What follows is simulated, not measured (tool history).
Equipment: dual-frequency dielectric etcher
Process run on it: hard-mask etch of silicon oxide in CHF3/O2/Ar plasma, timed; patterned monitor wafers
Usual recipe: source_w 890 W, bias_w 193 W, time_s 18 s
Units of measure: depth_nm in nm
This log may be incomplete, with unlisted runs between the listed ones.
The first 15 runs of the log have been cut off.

run   hour  source_w  bias_w  time_s  read-back reference wafer on the same gauge, depth_nm  depth_nm
 16  441.4      1020     166    14.5                                                  38.01     32.05
 17  459.2       830     179      23                                                  37.99     46.44
 18  491.5       890     193      22                                                  37.98     47.96
 19  504.4       890     193      18                                                     38     39.32
 20  532.9       950     151      21                                                  38.01     42.71
 21  568.3       890     193      18                                                  38.01     39.38
     578.2  -- gauge calibrated
     614.1  -- wet clean of the chamber
 22  614.6       960     193      18                                                  37.98        41
 23  614.9       960     193    20.5                                                  37.99     46.66
 24  645.4       890     224      18                                                  38.01     41.87
     669.7  -- upper electrode replaced
 25  735.4       780     157    21.5                                                  37.98     39.28
 26  769.8       890     193    22.5                                                     38     49.08
 27  839.6       750     160      16                                                  38.01     28.69
 28  866.9       740     193      18                                                  37.99     34.84
 29  897.3       800     176      20                                                  38.01     39.21
     929.5  -- wet clean of the chamber
 30    930       830     158    13.5                                                  38.01      25.8
 31  990.4      1050     176    22.5                                                  38.02     51.93

Below are 3 alternative next runs, each starting from the tool's condition after run 31. Predict each:
  A  990.8       890     193      18                                                      ?         ?
  B  990.8       890     215      18                                                      ?         ?
  C  990.8       890     193      15                                                      ?         ?

run  read-back reference wafer on the same gauge, depth_nm  depth_nm
  A                                                  37.99      39.3
  B                                                  37.99     41.22
  C                                                  37.99     32.75
What these runs would have given with no unlogged condition in the tool:
run  depth_nm
  A      39.3
  B     41.22
  C     32.75
